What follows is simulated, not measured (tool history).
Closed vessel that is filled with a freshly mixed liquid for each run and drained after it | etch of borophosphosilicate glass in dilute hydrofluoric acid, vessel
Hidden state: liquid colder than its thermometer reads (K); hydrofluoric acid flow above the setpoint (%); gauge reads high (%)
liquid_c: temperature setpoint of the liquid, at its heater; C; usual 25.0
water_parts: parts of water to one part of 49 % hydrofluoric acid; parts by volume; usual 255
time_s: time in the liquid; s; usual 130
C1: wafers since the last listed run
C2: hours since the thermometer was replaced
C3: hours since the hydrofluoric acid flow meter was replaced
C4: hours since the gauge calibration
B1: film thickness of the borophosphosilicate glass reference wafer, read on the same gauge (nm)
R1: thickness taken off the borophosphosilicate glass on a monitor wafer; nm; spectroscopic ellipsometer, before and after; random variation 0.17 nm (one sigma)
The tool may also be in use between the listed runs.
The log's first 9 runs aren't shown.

{"run": 10, "hour": 483.2, "liquid_c": 25.0, "water_parts": 330, "time_s": 130, "C1": 3459, "C2": 1294.0, "C3": 314.6, "C4": 260.8, "B1": 130.0, "R1": 12.51}
{"run": 11, "hour": 549.0, "liquid_c": 25.0, "water_parts": 370, "time_s": 130, "C1": 7273, "C2": 1359.8, "C3": 380.4, "C4": 326.6, "B1": 130.01, "R1": 10.98}
{"run": 12, "hour": 607.7, "liquid_c": 22.0, "water_parts": 185, "time_s": 130, "C1": 6488, "C2": 1418.5, "C3": 439.1, "C4": 385.3, "B1": 129.99, "R1": 23.81}
{"run": 13, "hour": 658.9, "liquid_c": 25.0, "water_parts": 255, "time_s": 130, "C1": 5659, "C2": 1469.7, "C3": 490.3, "C4": 436.5, "B1": 130.0, "R1": 17.53}
{"hour": 718.1, "done": "hydrofluoric acid flow meter replaced"}
{"run": 14, "hour": 721.6, "liquid_c": 25.0, "water_parts": 255, "time_s": 130, "C1": 6820, "C2": 1532.4, "C3": 3.5, "C4": 499.2, "B1": 130.0, "R1": 17.65}
{"run": 15, "hour": 780.4, "liquid_c": 29.5, "water_parts": 380, "time_s": 175, "C1": 6499, "C2": 1591.2, "C3": 62.3, "C4": 558.0, "B1": 130.01, "R1": 16.11}
{"run": 16, "hour": 817.3, "liquid_c": 25.0, "water_parts": 370, "time_s": 90, "C1": 4078, "C2": 1628.1, "C3": 99.2, "C4": 594.9, "B1": 130.0, "R1": 7.6}
{"run": 17, "hour": 880.7, "liquid_c": 27.0, "water_parts": 165, "time_s": 130, "C1": 7008, "C2": 1691.5, "C3": 162.6, "C4": 658.3, "B1": 130.01, "R1": 32.06}
{"hour": 900.0, "done": "thermometer replaced"}
{"run": 18, "hour": 909.4, "liquid_c": 23.0, "water_parts": 255, "time_s": 70, "C1": 3061, "C2": 9.4, "C3": 191.3, "C4": 687.0, "B1": 130.0, "R1": 9.26}
{"run": 19, "hour": 973.4, "liquid_c": 23.0, "water_parts": 255, "time_s": 110, "C1": 7074, "C2": 73.4, "C3": 255.3, "C4": 751.0, "B1": 129.98, "R1": 14.52}
{"run": 20, "hour": 1029.7, "liquid_c": 25.0, "water_parts": 255, "time_s": 130, "C1": 6223, "C2": 129.7, "C3": 311.6, "C4": 807.3, "B1": 129.99, "R1": 18.39}
{"run": 21, "hour": 1074.7, "liquid_c": 23.0, "water_parts": 340, "time_s": 60, "C1": 4974, "C2": 174.7, "C3": 356.6, "C4": 852.3, "B1": 130.0, "R1": 5.43}
{"run": 22, "hour": 1137.7, "liquid_c": 25.0, "water_parts": 355, "time_s": 170, "C1": 6963, "C2": 237.7, "C3": 419.6, "C4": 915.3, "B1": 130.01, "R1": 15.66}
{"hour": 1164.1, "done": "hydrofluoric acid flow meter replaced"}
{"run": 23, "hour": 1166.4, "liquid_c": 22.5, "water_parts": 365, "time_s": 155, "C1": 3061, "C2": 266.4, "C3": 2.3, "C4": 944.0, "B1": 130.01, "R1": 12.46}
{"run": 24, "hour": 1208.0, "liquid_c": 29.0, "water_parts": 255, "time_s": 130, "C1": 4598, "C2": 308.0, "C3": 43.9, "C4": 985.6, "B1": 129.98, "R1": 20.76}
{"run": 25, "hour": 1258.7, "liquid_c": 25.0, "water_parts": 255, "time_s": 200, "C1": 5604, "C2": 358.7, "C3": 94.6, "C4": 1036.3, "B1": 130.0, "R1": 27.87}
{"run": 26, "hour": 1300.9, "liquid_c": 22.5, "water_parts": 365, "time_s": 75, "C1": 4664, "C2": 400.9, "C3": 136.8, "C4": 1078.5, "B1": 130.02, "R1": 6.02}
{"run": 27, "hour": 1347.8, "liquid_c": 25.0, "water_parts": 135, "time_s": 170, "C1": 5184, "C2": 447.8, "C3": 183.7, "C4": 1125.4, "B1": 130.0, "R1": 50.31}
{"run": 28, "hour": 1379.5, "liquid_c": 25.0, "water_parts": 255, "time_s": 130, "C1": 3504, "C2": 479.5, "C3": 215.4, "C4": 1157.1, "B1": 130.0, "R1": 17.63}
{"run": 29, "hour": 1414.2, "liquid_c": 27.0, "water_parts": 165, "time_s": 195, "C1": 3835, "C2": 514.2, "C3": 250.1, "C4": 1191.8, "B1": 130.01, "R1": 49.16}
{"run": 30, "hour": 1440.5, "liquid_c": 25.0, "water_parts": 255, "time_s": 130, "C1": 2907, "C2": 540.5, "C3": 276.4, "C4": 1218.1, "B1": 129.99, "R1": 18.01}
{"run": 31, "hour": 1498.7, "liquid_c": 25.0, "water_parts": 255, "time_s": 200, "C1": 6433, "C2": 598.7, "C3": 334.6, "C4": 1276.3, "B1": 129.99, "R1": 27.93}
{"run": 32, "hour": 1535.6, "liquid_c": 25.0, "water_parts": 255, "time_s": 130, "C1": 4078, "C2": 635.6, "C3": 371.5, "C4": 1313.2, "B1": 129.99, "R1": 18.08}

3 ways to go on from here, each from the tool as it stands after run 32. What would each give?
{"run": "A", "hour": 1536.3, "liquid_c": 21.5, "water_parts": 255, "time_s": 130, "C1": 77, "C2": 636.3, "C3": 372.2, "C4": 1313.9, "B1": "?", "R1": "?"}
{"run": "B", "hour": 1536.3, "liquid_c": 27.5, "water_parts": 150, "time_s": 150, "C1": 77, "C2": 636.3, "C3": 372.2, "C4": 1313.9, "B1": "?", "R1": "?"}
{"run": "C", "hour": 1536.3, "liquid_c": 23.5, "water_parts": 320, "time_s": 55, "C1": 77, "C2": 636.3, "C3": 372.2, "C4": 1313.9, "B1": "?", "R1": "?"}

run=A B1=130.02 R1=16.09
run=B B1=130.02 R1=44.11
run=C B1=130.02 R1=5.48
Without the tool's hidden state the same runs would have given:
run=A R1=16.47
run=B R1=45.15
run=C R1=5.60

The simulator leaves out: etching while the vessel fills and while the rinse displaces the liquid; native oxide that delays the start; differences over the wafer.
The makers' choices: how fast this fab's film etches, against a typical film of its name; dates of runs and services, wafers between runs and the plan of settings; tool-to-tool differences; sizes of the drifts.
